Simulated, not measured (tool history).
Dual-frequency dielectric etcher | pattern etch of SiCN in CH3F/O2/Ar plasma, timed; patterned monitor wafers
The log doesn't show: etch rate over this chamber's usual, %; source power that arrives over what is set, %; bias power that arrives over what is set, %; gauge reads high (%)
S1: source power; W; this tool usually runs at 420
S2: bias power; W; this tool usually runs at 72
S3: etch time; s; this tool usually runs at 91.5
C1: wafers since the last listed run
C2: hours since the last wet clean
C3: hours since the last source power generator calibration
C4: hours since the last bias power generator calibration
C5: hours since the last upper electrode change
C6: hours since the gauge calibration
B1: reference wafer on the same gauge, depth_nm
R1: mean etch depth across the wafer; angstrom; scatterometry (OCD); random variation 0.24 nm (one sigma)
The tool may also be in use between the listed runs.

run	hour	S1	S2	S3	C1	C2	C3	C4	C5	C6	B1	R1
1	0	440	72	91.5	0	221.4	2780.6	1599.6	3051.8	390.6	36.58	365.6
2	59.8	440	72	91.5	485	281.2	2840.4	1659.4	3111.6	450.4	36.63	367.4
3	160.1	420	72	91.5	813	381.5	2940.7	1759.7	3211.9	550.7	36.6	363.1
# hour 312.9: wet clean of the chamber
4	367.8	420	72	91.5	1490	54.9	3148.4	1967.4	3419.6	758.4	36.64	349.9
5	449.7	420	72	91.5	664	136.8	3230.3	2049.3	3501.5	840.3	36.54	352.4
6	527.2	420	72	91.5	628	214.3	3307.8	2126.8	3579	917.8	36.58	360.1
7	586	420	72	91.5	477	273.1	3366.6	2185.6	3637.8	976.6	36.65	356.1
8	659.2	420	72	91.5	594	346.3	3439.8	2258.8	3711	1049.8	36.59	354.5
# hour 679.6: gauge calibrated
# hour 730.2: source power generator calibrated
9	750.2	420	72	91.5	705	437.3	20	2349.8	3802	70.6	36.7	366.3
10	791.7	420	72	72	336	478.8	61.5	2391.3	3843.5	112.1	36.58	292.3
# hour 847.7: wet clean of the chamber
11	898.3	420	72	91.5	670	50.6	168.1	2497.9	3950.1	218.7	36.57	352.3
12	992.8	340	61	103	766	145.1	262.6	2592.4	4044.6	313.2	36.56	352.4
# hour 1050.2: upper electrode replaced
13	1050.7	350	83	91.5	275	203	320.5	2650.3	0.5	371.1	36.58	362.4
# hour 1112.9: bias power generator calibrated
14	1137.7	360	64	116.5	673	290	407.5	24.8	87.5	458.1	36.57	419.4
15	1242.3	520	64	73	848	394.6	512.1	129.4	192.1	562.7	36.64	293.6

Predict the results of run 16:
16	1293	420	72	91.5	411	445.3	562.8	180.1	242.8	613.4	?	?

{"run 16": {"B1": 36.56, "R1": 365.1}}
With no hidden state in the tool, this same run would have given R1 349 angstrom.
